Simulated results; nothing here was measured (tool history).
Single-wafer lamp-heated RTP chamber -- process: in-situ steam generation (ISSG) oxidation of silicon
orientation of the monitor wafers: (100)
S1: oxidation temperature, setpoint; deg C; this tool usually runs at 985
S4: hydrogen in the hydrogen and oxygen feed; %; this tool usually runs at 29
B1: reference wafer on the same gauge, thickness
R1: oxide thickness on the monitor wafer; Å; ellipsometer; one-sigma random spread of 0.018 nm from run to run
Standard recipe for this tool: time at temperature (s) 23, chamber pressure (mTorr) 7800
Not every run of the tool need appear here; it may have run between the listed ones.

{"run": 1, "day": 0.0, "S1": 985, "time at temperature (s)": 23, "chamber pressure (mTorr)": 8500, "S4": 29, "B1": 6.069, "R1": 56.6}
{"run": 2, "day": 2.462, "S1": 985, "time at temperature (s)": 23, "chamber pressure (mTorr)": 8500, "S4": 29, "B1": 6.073, "R1": 56.78}
{"run": 3, "day": 3.608, "S1": 973, "time at temperature (s)": 23, "chamber pressure (mTorr)": 7800, "S4": 29, "B1": 6.072, "R1": 54.7}
{"run": 4, "day": 5.971, "S1": 985, "time at temperature (s)": 23, "chamber pressure (mTorr)": 7800, "S4": 29, "B1": 6.069, "R1": 57.81}
{"run": 5, "day": 9.708, "S1": 985, "time at temperature (s)": 23, "chamber pressure (mTorr)": 7800, "S4": 29, "B1": 6.076, "R1": 58.67}
{"day": 11.662, "done": "pyrometer window cleaned and pyrometer calibrated"}
{"day": 12.075, "done": "hydrogen flow controller replaced"}
{"run": 6, "day": 12.096, "S1": 990, "time at temperature (s)": 23, "chamber pressure (mTorr)": 7800, "S4": 29, "B1": 6.067, "R1": 57.18}
{"day": 13.671, "done": "gauge calibrated"}
{"run": 7, "day": 14.138, "S1": 990, "time at temperature (s)": 23, "chamber pressure (mTorr)": 7800, "S4": 29, "B1": 6.074, "R1": 56.85}
{"run": 8, "day": 16.521, "S1": 985, "time at temperature (s)": 23, "chamber pressure (mTorr)": 7800, "S4": 29, "B1": 6.075, "R1": 55.87}
{"day": 17.433, "done": "pressure gauge zeroed"}
{"run": 9, "day": 17.642, "S1": 968, "time at temperature (s)": 17, "chamber pressure (mTorr)": 8500, "S4": 20, "B1": 6.068, "R1": 42.26}
{"run": 10, "day": 20.592, "S1": 985, "time at temperature (s)": 32, "chamber pressure (mTorr)": 8800, "S4": 23, "B1": 6.072, "R1": 61.65}
{"run": 11, "day": 24.325, "S1": 978, "time at temperature (s)": 19, "chamber pressure (mTorr)": 6900, "S4": 24, "B1": 6.065, "R1": 48.34}
{"run": 12, "day": 28.025, "S1": 993, "time at temperature (s)": 23, "chamber pressure (mTorr)": 7800, "S4": 20, "B1": 6.066, "R1": 53.75}
{"run": 13, "day": 29.208, "S1": 985, "time at temperature (s)": 30, "chamber pressure (mTorr)": 7800, "S4": 29, "B1": 6.074, "R1": 65.31}
{"day": 30.708, "done": "pyrometer window cleaned and pyrometer calibrated"}
{"run": 14, "day": 30.779, "S1": 985, "time at temperature (s)": 19, "chamber pressure (mTorr)": 7000, "S4": 20, "B1": 6.071, "R1": 46.81}

Predict each of these 5 candidate next runs independently; none follows another, all start after run 14:
{"run": "A", "day": 30.796, "S1": 979, "time at temperature (s)": 23, "chamber pressure (mTorr)": 7800, "S4": 29, "B1": "?", "R1": "?"}
{"run": "B", "day": 30.796, "S1": 985, "time at temperature (s)": 23, "chamber pressure (mTorr)": 7800, "S4": 25, "B1": "?", "R1": "?"}
{"run": "C", "day": 30.796, "S1": 967, "time at temperature (s)": 19, "chamber pressure (mTorr)": 8400, "S4": 29, "B1": "?", "R1": "?"}
{"run": "D", "day": 30.796, "S1": 985, "time at temperature (s)": 23, "chamber pressure (mTorr)": 8600, "S4": 32, "B1": "?", "R1": "?"}
{"run": "E", "day": 30.796, "S1": 994, "time at temperature (s)": 27, "chamber pressure (mTorr)": 9100, "S4": 29, "B1": "?", "R1": "?"}

run=A B1=6.072 R1=54.14
run=B B1=6.072 R1=53.36
run=C B1=6.072 R1=47.62
run=D B1=6.072 R1=56.37
run=E B1=6.072 R1=61.01
Stripped of hidden state, with their random variation kept, the same runs would have yielded:
run=A R1=54.03
run=B R1=53.24
run=C R1=47.53
run=D R1=56.25
run=E R1=60.87

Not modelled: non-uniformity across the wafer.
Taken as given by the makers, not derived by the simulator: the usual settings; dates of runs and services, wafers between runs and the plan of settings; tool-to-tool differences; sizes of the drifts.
